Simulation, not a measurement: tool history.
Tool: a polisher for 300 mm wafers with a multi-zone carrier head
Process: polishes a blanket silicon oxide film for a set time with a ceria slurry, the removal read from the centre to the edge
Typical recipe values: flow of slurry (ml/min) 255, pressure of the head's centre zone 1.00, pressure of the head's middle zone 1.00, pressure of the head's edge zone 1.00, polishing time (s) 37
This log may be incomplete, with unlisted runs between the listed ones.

run	hour	flow of slurry (ml/min)	pressure of the head's centre zone	pressure of the head's middle zone	pressure of the head's edge zone	polishing time (s)	incoming thickness of the incoming film, nm	film removed at the wafer's centre (Å)	film removed at mid-radius (Å)	film removed at the wafer's edge (Å)
1	0.0	255	1.00	1.00	1.00	37	1245.0	2027	2036	2055
# hour 4.2: centre zone pressure recalibrated
2	21.4	255	1.07	1.00	1.00	37	1244.3	2124	1996	2012
3	45.5	255	1.00	1.00	1.00	37	1235.2	1998	2044	2010
4	68.1	255	1.00	1.00	1.00	37	1232.2	2019	2025	2016
5	98.3	255	1.00	1.00	1.00	37	1219.6	1991	2000	2019
# hour 113.7: worn pad replaced by a new one
6	131.7	255	1.08	1.00	0.95	37	1247.7	2190	2025	2019
7	166.8	255	1.00	1.00	1.00	37	1232.2	1994	2038	2030
8	195.2	255	1.00	1.04	1.11	37	1238.4	2018	2121	2134
# hour 217.5: carrier head's membrane replaced by a new one
9	221.0	255	1.10	1.00	1.12	37	1232.8	2162	2028	2151
10	233.8	255	1.00	1.04	1.00	37	1234.3	2009	2091	2065
11	259.5	255	1.00	1.00	1.00	37	1267.0	2010	2033	2057
# hour 287.1: slurry nozzle cleaned
# hour 320.4: worn pad replaced by a new one
12	329.4	255	1.00	1.00	1.00	37	1263.8	2004	2032	2006
13	356.9	255	1.00	1.08	1.00	47	1249.3	2541	2778	2607
14	376.6	255	1.00	0.94	1.00	37	1264.2	2002	1913	2004
15	415.0	205	1.00	1.00	1.00	37	1248.6	1946	2007	1992

What will run 16 give?
16	436.5	255	1.00	1.00	1.00	41	1238.9	?	?	?

film removed at the wafer's centre (Å): 2206
film removed at mid-radius (Å): 2266
film removed at the wafer's edge (Å): 2261
If the tool had no hidden condition, the same run with the same run-to-run variation would have returned film removed at the wafer's centre (Å) 2206, film removed at mid-radius (Å) 2266, film removed at the wafer's edge (Å) 2261.
